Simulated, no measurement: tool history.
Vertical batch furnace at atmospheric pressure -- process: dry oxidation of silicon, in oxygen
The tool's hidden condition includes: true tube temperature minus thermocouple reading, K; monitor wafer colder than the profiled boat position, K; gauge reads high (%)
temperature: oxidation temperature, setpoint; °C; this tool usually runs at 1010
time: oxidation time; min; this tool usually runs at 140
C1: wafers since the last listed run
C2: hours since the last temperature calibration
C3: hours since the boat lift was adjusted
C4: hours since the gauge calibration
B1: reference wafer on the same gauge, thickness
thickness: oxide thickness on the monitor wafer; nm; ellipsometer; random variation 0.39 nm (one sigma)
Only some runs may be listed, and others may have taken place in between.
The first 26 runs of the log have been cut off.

run 27 hour=1374.3 | temperature=1010 time=140 | C1=1027 C2=494.4 C3=555.2 C4=405.4 | B1=117.02 | thickness=109.71
run 28 hour=1417.3 | temperature=1023 time=79 | C1=745 C2=537.4 C3=598.2 C4=448.4 | B1=117.01 | thickness=89
run 29 hour=1447.2 | temperature=1032 time=102.5 | C1=518 C2=567.3 C3=628.1 C4=478.3 | B1=117.01 | thickness=107.7
run 30 hour=1489.9 | temperature=1005 time=140 | C1=740 C2=610 C3=670.8 C4=521 | B1=116.87 | thickness=105.59
run 31 hour=1520.7 | temperature=1001 time=105.5 | C1=533 C2=640.8 C3=701.6 C4=551.8 | B1=117.04 | thickness=89.83
run 32 hour=1579.7 | temperature=1010 time=140 | C1=1022 C2=699.8 C3=760.6 C4=610.8 | B1=117.07 | thickness=109.31
run 33 hour=1647.1 | temperature=1010 time=113.5 | C1=1168 C2=767.2 C3=828 C4=678.2 | B1=116.88 | thickness=98.04
run 34 hour=1711 | temperature=989 time=188 | C1=1107 C2=831.1 C3=891.9 C4=742.1 | B1=116.98 | thickness=111.35

4 ways to go on from here, each from the tool as it stands after run 34. What would each give?
run A hour=1716.2 | temperature=1024 time=140 | C1=90 C2=836.3 C3=897.1 C4=747.3 | B1=? | thickness=?
run B hour=1716.2 | temperature=990 time=197 | C1=90 C2=836.3 C3=897.1 C4=747.3 | B1=? | thickness=?
run C hour=1716.2 | temperature=1021 time=77.5 | C1=90 C2=836.3 C3=897.1 C4=747.3 | B1=? | thickness=?
run D hour=1716.2 | temperature=1032 time=170.5 | C1=90 C2=836.3 C3=897.1 C4=747.3 | B1=? | thickness=?

run=A B1=116.95 thickness=120.02
run=B B1=116.95 thickness=115.07
run=C B1=116.95 thickness=86.7
run=D B1=116.95 thickness=141.49
Stripped of hidden state, with their random variation kept, the same runs would have yielded:
run=A thickness=121.12
run=B thickness=116.06
run=C thickness=87.42
run=D thickness=142.8

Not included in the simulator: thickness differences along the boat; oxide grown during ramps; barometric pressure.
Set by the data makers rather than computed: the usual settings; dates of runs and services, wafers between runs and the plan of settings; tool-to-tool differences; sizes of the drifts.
